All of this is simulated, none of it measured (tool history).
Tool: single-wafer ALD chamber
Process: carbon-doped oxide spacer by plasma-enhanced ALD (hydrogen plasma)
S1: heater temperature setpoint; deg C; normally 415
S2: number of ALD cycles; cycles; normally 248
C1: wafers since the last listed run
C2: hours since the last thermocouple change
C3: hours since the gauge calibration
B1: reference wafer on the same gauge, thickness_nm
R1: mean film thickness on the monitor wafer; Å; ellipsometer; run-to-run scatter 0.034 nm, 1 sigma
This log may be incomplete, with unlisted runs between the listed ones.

{"run": 1, "hour": 0.0, "S1": 405, "S2": 248, "C1": 0, "C2": 1755.3, "C3": 119.5, "B1": 12.792, "R1": 124.52}
{"run": 2, "hour": 10.7, "S1": 415, "S2": 248, "C1": 16, "C2": 1766, "C3": 130.2, "B1": 12.813, "R1": 121.05}
{"run": 3, "hour": 22.4, "S1": 420, "S2": 248, "C1": 18, "C2": 1777.7, "C3": 141.9, "B1": 12.809, "R1": 119.59}
{"run": 4, "hour": 33.3, "S1": 420, "S2": 248, "C1": 16, "C2": 1788.6, "C3": 152.8, "B1": 12.803, "R1": 119.82}
{"run": 5, "hour": 45.7, "S1": 420, "S2": 248, "C1": 19, "C2": 1801, "C3": 165.2, "B1": 12.794, "R1": 119.22}
{"run": 6, "hour": 59.7, "S1": 423, "S2": 265, "C1": 21, "C2": 1815, "C3": 179.2, "B1": 12.791, "R1": 126.52}
{"run": 7, "hour": 77.1, "S1": 423, "S2": 265, "C1": 26, "C2": 1832.4, "C3": 196.6, "B1": 12.788, "R1": 126.49}
{"run": 8, "hour": 89.2, "S1": 423, "S2": 265, "C1": 18, "C2": 1844.5, "C3": 208.7, "B1": 12.803, "R1": 126.71}
{"run": 9, "hour": 104.4, "S1": 411, "S2": 248, "C1": 23, "C2": 1859.7, "C3": 223.9, "B1": 12.806, "R1": 122.37}
{"run": 10, "hour": 114.1, "S1": 411, "S2": 248, "C1": 14, "C2": 1869.4, "C3": 233.6, "B1": 12.81, "R1": 123.44}
{"run": 11, "hour": 130.9, "S1": 415, "S2": 218, "C1": 25, "C2": 1886.2, "C3": 250.4, "B1": 12.816, "R1": 106.23}
{"run": 12, "hour": 145.8, "S1": 415, "S2": 218, "C1": 22, "C2": 1901.1, "C3": 265.3, "B1": 12.797, "R1": 106.89}
{"run": 13, "hour": 160.4, "S1": 415, "S2": 218, "C1": 22, "C2": 1915.7, "C3": 279.9, "B1": 12.8, "R1": 106.54}
{"run": 14, "hour": 173.1, "S1": 415, "S2": 280, "C1": 19, "C2": 1928.4, "C3": 292.6, "B1": 12.808, "R1": 136.81}
{"hour": 191.2, "done": "thermocouple changed; heater temperature recalibrated"}
{"run": 15, "hour": 191.7, "S1": 415, "S2": 280, "C1": 16, "C2": 0.5, "C3": 311.2, "B1": 12.824, "R1": 136.89}
{"run": 16, "hour": 197.8, "S1": 415, "S2": 280, "C1": 9, "C2": 6.6, "C3": 317.3, "B1": 12.798, "R1": 136.87}
{"run": 17, "hour": 207.4, "S1": 409, "S2": 248, "C1": 14, "C2": 16.2, "C3": 326.9, "B1": 12.801, "R1": 123.63}
{"run": 18, "hour": 223.1, "S1": 409, "S2": 248, "C1": 24, "C2": 31.9, "C3": 342.6, "B1": 12.807, "R1": 123.33}
{"run": 19, "hour": 232.3, "S1": 409, "S2": 248, "C1": 14, "C2": 41.1, "C3": 351.8, "B1": 12.789, "R1": 123.56}
{"run": 20, "hour": 249.3, "S1": 415, "S2": 274, "C1": 26, "C2": 58.1, "C3": 368.8, "B1": 12.807, "R1": 133.95}
{"run": 21, "hour": 260.3, "S1": 415, "S2": 260, "C1": 16, "C2": 69.1, "C3": 379.8, "B1": 12.805, "R1": 127.4}
{"run": 22, "hour": 266.5, "S1": 430, "S2": 287, "C1": 9, "C2": 75.3, "C3": 386, "B1": 12.807, "R1": 134.67}
{"run": 23, "hour": 275.6, "S1": 415, "S2": 248, "C1": 14, "C2": 84.4, "C3": 395.1, "B1": 12.806, "R1": 120.87}
{"run": 24, "hour": 283.4, "S1": 403, "S2": 234, "C1": 12, "C2": 92.2, "C3": 402.9, "B1": 12.795, "R1": 118.03}
{"hour": 290.9, "done": "gauge calibrated"}
{"run": 25, "hour": 292.5, "S1": 429, "S2": 291, "C1": 14, "C2": 101.3, "C3": 1.6, "B1": 12.787, "R1": 136.35}
{"run": 26, "hour": 303.4, "S1": 421, "S2": 203, "C1": 16, "C2": 112.2, "C3": 12.5, "B1": 12.783, "R1": 97.92}
{"run": 27, "hour": 320.7, "S1": 405, "S2": 287, "C1": 26, "C2": 129.5, "C3": 29.8, "B1": 12.808, "R1": 144.83}
{"run": 28, "hour": 332.1, "S1": 405, "S2": 234, "C1": 17, "C2": 140.9, "C3": 41.2, "B1": 12.79, "R1": 118}
{"run": 29, "hour": 341.8, "S1": 415, "S2": 230, "C1": 14, "C2": 150.6, "C3": 50.9, "B1": 12.781, "R1": 112.32}
{"run": 30, "hour": 356.7, "S1": 415, "S2": 248, "C1": 22, "C2": 165.5, "C3": 65.8, "B1": 12.8, "R1": 121.81}
{"run": 31, "hour": 374.0, "S1": 408, "S2": 204, "C1": 26, "C2": 182.8, "C3": 83.1, "B1": 12.797, "R1": 101.85}
{"run": 32, "hour": 386.4, "S1": 415, "S2": 248, "C1": 19, "C2": 195.2, "C3": 95.5, "B1": 12.801, "R1": 121.81}
{"run": 33, "hour": 396.7, "S1": 409, "S2": 265, "C1": 15, "C2": 205.5, "C3": 105.8, "B1": 12.794, "R1": 132.26}
{"run": 34, "hour": 414.5, "S1": 423, "S2": 292, "C1": 27, "C2": 223.3, "C3": 123.6, "B1": 12.82, "R1": 139.65}
{"run": 35, "hour": 428.0, "S1": 415, "S2": 286, "C1": 20, "C2": 236.8, "C3": 137.1, "B1": 12.797, "R1": 140.38}
{"run": 36, "hour": 442.0, "S1": 415, "S2": 270, "C1": 21, "C2": 250.8, "C3": 151.1, "B1": 12.786, "R1": 132.04}
{"run": 37, "hour": 448.5, "S1": 415, "S2": 248, "C1": 10, "C2": 257.3, "C3": 157.6, "B1": 12.792, "R1": 120.65}
{"run": 38, "hour": 455.5, "S1": 415, "S2": 264, "C1": 10, "C2": 264.3, "C3": 164.6, "B1": 12.797, "R1": 129.57}
{"run": 39, "hour": 464.7, "S1": 415, "S2": 248, "C1": 14, "C2": 273.5, "C3": 173.8, "B1": 12.809, "R1": 121.45}
{"run": 40, "hour": 479.9, "S1": 421, "S2": 213, "C1": 23, "C2": 288.7, "C3": 189, "B1": 12.812, "R1": 102.33}
{"run": 41, "hour": 492.4, "S1": 415, "S2": 219, "C1": 19, "C2": 301.2, "C3": 201.5, "B1": 12.791, "R1": 107}
{"run": 42, "hour": 499.5, "S1": 400, "S2": 204, "C1": 10, "C2": 308.3, "C3": 208.6, "B1": 12.799, "R1": 103.89}

Entry by entry between the runs, the difference in hidden state between the last listed run before and the first listed run after:
After run 14, before run 15: thermocouple changed; heater temperature recalibrated (hour 191.2)
  the hidden state is the same at both runs
After run 24, before run 25: gauge calibrated (hour 290.9)
  the hidden state is the same at both runs
